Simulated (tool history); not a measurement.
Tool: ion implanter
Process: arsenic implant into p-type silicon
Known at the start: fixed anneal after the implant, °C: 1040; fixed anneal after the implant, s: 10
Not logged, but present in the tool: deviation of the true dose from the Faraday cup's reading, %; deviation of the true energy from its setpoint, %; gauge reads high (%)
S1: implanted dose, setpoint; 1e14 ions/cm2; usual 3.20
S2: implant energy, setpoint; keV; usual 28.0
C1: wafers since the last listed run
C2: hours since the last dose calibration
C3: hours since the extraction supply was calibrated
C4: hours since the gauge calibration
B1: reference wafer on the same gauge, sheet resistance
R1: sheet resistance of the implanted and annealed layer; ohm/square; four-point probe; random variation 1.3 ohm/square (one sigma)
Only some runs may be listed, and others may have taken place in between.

run,day,S1,S2,C1,C2,C3,C4,B1,R1
1,0.000,3.59,28.0,0,606.4,4542.3,239.7,301.72,269.36
2,1.333,3.20,28.0,871,638.4,4574.3,271.7,301.64,297.58
3,2.033,3.20,28.0,457,655.2,4591.1,288.5,301.41,293.70
4,2.558,3.20,28.0,343,667.8,4603.7,301.1,302.13,293.79
5,2.825,3.20,23.5,174,674.2,4610.1,307.5,301.90,301.93
6,3.433,3.20,28.0,397,688.8,4624.7,322.1,301.77,295.77
7,4.025,3.20,28.0,386,703.0,4638.9,336.3,301.24,295.90
8,4.700,3.20,28.0,441,719.2,4655.1,352.5,301.69,296.08
# day 5.167: Faraday cup replaced and dose calibrated
9,5.729,3.00,28.0,455,13.5,4679.8,377.2,301.66,321.54
10,6.108,3.00,28.0,247,22.6,4688.9,386.3,301.67,318.07
11,6.679,3.20,28.0,373,36.3,4702.6,400.0,302.43,304.19
# day 6.938: gauge calibrated
12,7.025,3.20,28.0,226,44.6,4710.9,2.1,302.17,300.78
13,7.771,3.20,28.0,487,62.5,4728.8,20.0,302.43,303.92
# day 8.179: extraction supply calibrated
14,8.246,3.20,34.5,92,73.9,1.6,31.4,302.01,295.01
15,8.783,3.20,34.5,351,86.8,14.5,44.3,301.78,293.37
# day 9.371: Faraday cup replaced and dose calibrated, repeated, since the last time left the tool worse
16,10.179,3.20,28.0,694,19.4,48.0,77.8,302.23,287.78
17,10.829,3.20,28.0,425,35.0,63.6,93.4,301.93,289.28
18,12.383,2.33,19.0,1016,72.3,100.9,130.7,302.06,384.79
19,12.800,3.20,35.0,272,82.3,110.9,140.7,301.99,281.26
20,13.304,3.20,28.0,329,94.4,123.0,152.8,302.10,291.26
21,13.792,3.49,31.0,318,106.1,134.7,164.5,302.44,267.73
22,14.362,2.38,31.5,373,119.8,148.4,178.2,301.93,354.42
23,14.979,2.80,28.0,403,134.6,163.2,193.0,302.05,322.08
24,15.429,3.89,37.5,294,145.4,174.0,203.8,302.04,239.13
25,15.683,3.58,19.0,166,151.5,180.1,209.9,302.30,279.24
26,16.108,3.20,25.5,277,161.7,190.3,220.1,302.03,294.61
27,16.479,3.88,37.0,242,170.6,199.2,229.0,302.11,241.25
28,16.858,3.20,28.0,247,179.7,208.3,238.1,301.78,289.72
29,17.204,3.20,28.0,226,188.0,216.6,246.4,302.11,290.44
30,17.842,3.20,28.0,416,203.3,231.9,261.7,301.67,292.56
31,18.421,2.76,22.5,378,217.2,245.8,275.6,302.01,334.00
32,18.688,3.91,23.5,174,223.6,252.2,282.0,301.98,257.72
33,19.304,3.20,28.0,403,238.4,267.0,296.8,302.29,290.63
34,19.750,4.03,22.5,291,249.1,277.7,307.5,302.00,252.78
35,20.067,2.49,31.0,207,256.7,285.3,315.1,302.15,348.63
36,20.804,3.78,35.0,482,274.4,303.0,332.8,301.66,249.62

Consider 5 possible next runs. They are alternatives, not a sequence: every one starts from the tool as it was left by run 36. What does each give?
A,20.821,3.20,22.5,10,274.8,303.4,333.2,?,?
B,20.821,2.38,28.0,10,274.8,303.4,333.2,?,?
C,20.821,2.74,34.5,10,274.8,303.4,333.2,?,?
D,20.821,2.50,35.5,10,274.8,303.4,333.2,?,?
E,20.821,2.56,19.5,10,274.8,303.4,333.2,?,?

run,B1,R1
A,302.68,300.23
B,302.68,363.84
C,302.68,317.90
D,302.68,338.89
E,302.68,361.87
Stripped of hidden state, with their random variation kept, the same runs would have yielded:
run,R1
A,298.07
B,361.26
C,315.63
D,336.50
E,359.27
